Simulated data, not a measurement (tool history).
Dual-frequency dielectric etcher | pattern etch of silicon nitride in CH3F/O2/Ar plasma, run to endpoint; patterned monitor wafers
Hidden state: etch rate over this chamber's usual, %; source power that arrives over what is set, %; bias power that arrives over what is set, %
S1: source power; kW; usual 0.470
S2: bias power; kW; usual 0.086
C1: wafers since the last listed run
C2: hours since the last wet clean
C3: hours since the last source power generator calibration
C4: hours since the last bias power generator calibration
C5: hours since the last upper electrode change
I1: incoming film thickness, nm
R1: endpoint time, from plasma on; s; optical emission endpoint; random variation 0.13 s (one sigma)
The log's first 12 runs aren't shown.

| run | day | S1 | S2 | C1 | C2 | C3 | C4 | C5 | I1 | R1 |
|---|---|---|---|---|---|---|---|---|---|---|
| 13 | 35.696 | 0.440 | 0.086 | 1861 | 493.6 | 1957.4 | 2192.7 | 3702.5 | 33.07 | 37.2 |
|  | 37.517 | source power generator calibrated |
|  | 38.296 | wet clean of the chamber |
|  | 38.471 | bias power generator calibrated |
| 14 | 38.492 | 0.440 | 0.086 | 401 | 4.7 | 23.4 | 0.5 | 3769.6 | 33.12 | 39.1 |
| 15 | 40.162 | 0.470 | 0.086 | 398 | 44.8 | 63.5 | 40.6 | 3809.7 | 33.16 | 38.2 |
|  | 41.229 | upper electrode replaced |
| 16 | 42.500 | 0.420 | 0.086 | 319 | 100.9 | 119.6 | 96.7 | 30.5 | 32.81 | 39.0 |
| 17 | 44.896 | 0.540 | 0.086 | 571 | 158.4 | 177.1 | 154.2 | 88.0 | 33.35 | 36.6 |
| 18 | 46.383 | 0.400 | 0.086 | 355 | 194.1 | 212.8 | 189.9 | 123.7 | 33.22 | 39.7 |
| 19 | 49.879 | 0.470 | 0.086 | 834 | 278.0 | 296.7 | 273.8 | 207.6 | 33.17 | 37.5 |
| 20 | 51.412 | 0.470 | 0.086 | 366 | 314.8 | 333.5 | 310.6 | 244.4 | 33.70 | 37.9 |
| 21 | 54.121 | 0.470 | 0.086 | 646 | 379.8 | 398.5 | 375.6 | 309.4 | 33.32 | 37.5 |
| 22 | 55.412 | 0.470 | 0.086 | 308 | 410.8 | 429.5 | 406.6 | 340.4 | 32.94 | 36.8 |
|  | 58.262 | wet clean of the chamber |
| 23 | 58.283 | 0.400 | 0.099 | 446 | 0.5 | 498.4 | 475.5 | 409.3 | 33.26 | 37.9 |
| 24 | 60.125 | 0.470 | 0.068 | 439 | 44.7 | 542.6 | 519.7 | 453.5 | 33.20 | 41.4 |
| 25 | 62.838 | 0.470 | 0.080 | 647 | 109.8 | 607.7 | 584.8 | 518.6 | 32.79 | 38.4 |
| 26 | 64.579 | 0.410 | 0.067 | 415 | 151.6 | 649.5 | 626.6 | 560.4 | 32.82 | 42.6 |
| 27 | 66.342 | 0.470 | 0.080 | 420 | 193.9 | 691.8 | 668.9 | 602.7 | 33.21 | 39.0 |
| 28 | 68.033 | 0.400 | 0.100 | 403 | 234.5 | 732.4 | 709.5 | 643.3 | 32.97 | 36.8 |
| 29 | 69.475 | 0.360 | 0.086 | 344 | 269.1 | 767.0 | 744.1 | 677.9 | 33.18 | 40.5 |
| 30 | 71.946 | 0.420 | 0.076 | 589 | 328.4 | 826.3 | 803.4 | 737.2 | 32.97 | 40.4 |
| 31 | 74.092 | 0.500 | 0.077 | 512 | 379.9 | 877.8 | 854.9 | 788.7 | 32.84 | 38.2 |
| 32 | 76.467 | 0.470 | 0.074 | 566 | 436.9 | 934.8 | 911.9 | 845.7 | 32.91 | 39.2 |
| 33 | 78.496 | 0.470 | 0.086 | 484 | 485.6 | 983.5 | 960.6 | 894.4 | 33.04 | 37.2 |

4 ways to go on from here, each from the tool as it stands after run 33. What would each give?
| A | 78.512 | 0.470 | 0.071 | 3 | 486.0 | 983.9 | 961.0 | 894.8 | 33.15 | ? |
| B | 78.512 | 0.500 | 0.099 | 3 | 486.0 | 983.9 | 961.0 | 894.8 | 33.15 | ? |
| C | 78.512 | 0.570 | 0.100 | 3 | 486.0 | 983.9 | 961.0 | 894.8 | 33.15 | ? |
| D | 78.512 | 0.470 | 0.100 | 3 | 486.0 | 983.9 | 961.0 | 894.8 | 33.15 | ? |

| run | R1 |
|---|---|
| A | 40.1 |
| B | 34.6 |
| C | 33.2 |
| D | 35.1 |
Without the tool's hidden state the same runs would have given:
| run | R1 |
|---|---|
| A | 41.3 |
| B | 35.7 |
| C | 34.2 |
| D | 36.2 |

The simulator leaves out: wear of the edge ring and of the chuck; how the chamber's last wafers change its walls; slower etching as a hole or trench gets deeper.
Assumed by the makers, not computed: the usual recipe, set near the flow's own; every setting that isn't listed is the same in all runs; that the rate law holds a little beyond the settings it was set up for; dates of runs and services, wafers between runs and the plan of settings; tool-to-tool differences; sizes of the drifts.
